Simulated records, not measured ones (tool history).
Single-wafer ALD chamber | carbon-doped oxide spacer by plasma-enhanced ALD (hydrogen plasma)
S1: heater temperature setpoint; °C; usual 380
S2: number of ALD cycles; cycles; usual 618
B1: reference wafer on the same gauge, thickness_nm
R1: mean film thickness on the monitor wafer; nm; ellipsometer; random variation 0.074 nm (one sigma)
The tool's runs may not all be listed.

run,hour,S1,S2,B1,R1
1,0,380,618,30.194,30.149
# hour 14.4: gauge calibrated
2,27.5,380,618,29.885,29.663
3,93.1,380,618,29.943,29.876
4,144.4,371,591,29.984,28.505
5,207.3,371,591,30.007,28.506
6,334.1,380,618,30.064,29.928
7,380.7,383,618,30.095,29.785
8,432.8,383,618,30.114,29.936
9,482.8,376,618,30.126,30.043
10,537.5,376,618,30.152,29.934
11,597,380,668,30.161,32.474
12,656.2,380,668,30.205,32.469
13,694.8,380,618,30.205,29.99
14,737.3,380,618,30.215,29.981
15,792.2,380,618,30.221,30.033
16,817.4,380,618,30.238,29.922
17,856.4,380,618,30.24,30.209
18,895.1,380,618,30.249,30.169
19,940.8,380,618,30.265,30.153
# hour 953.4: thermocouple changed; heater temperature recalibrated
20,969.1,380,618,30.256,29.986
21,995.1,390,698,30.268,34.07
22,1086.5,380,722,30.272,35.205
23,1149.6,374,536,30.283,26.191
24,1211,380,618,30.304,30.134
25,1281.5,380,618,30.31,30.131
26,1312.3,394,739,30.302,36.125
27,1350.7,380,618,30.307,30.079
28,1395.6,391,677,30.302,33.103
29,1444.3,380,727,30.34,35.459
30,1479.3,380,618,30.314,30.259
31,1550.9,374,618,30.322,30.211
32,1592.1,392,567,30.323,27.607
33,1658.2,380,709,30.353,34.689
# hour 1660.9: gauge calibrated
34,1695.2,393,571,29.825,27.342
35,1736,386,618,29.877,29.745
36,1770.9,380,618,29.889,29.767
37,1942.3,388,618,29.975,29.79
38,2013.7,375,618,30.016,29.867
39,2045.7,380,541,30.019,26.172
40,2078.1,374,656,30.049,31.71
41,2109.1,394,733,30.059,35.483

4 ways to go on from here, each from the tool as it stands after run 41. What would each give?
A,2110.4,380,618,?,?
B,2110.4,386,676,?,?
C,2110.4,370,727,?,?
D,2110.4,380,567,?,?

run,B1,R1
A,30.076,29.936
B,30.076,32.745
C,30.076,35.216
D,30.076,27.466
Without the tool's hidden state the same runs would have given:
run,R1
A,29.674
B,32.459
C,34.908
D,27.225
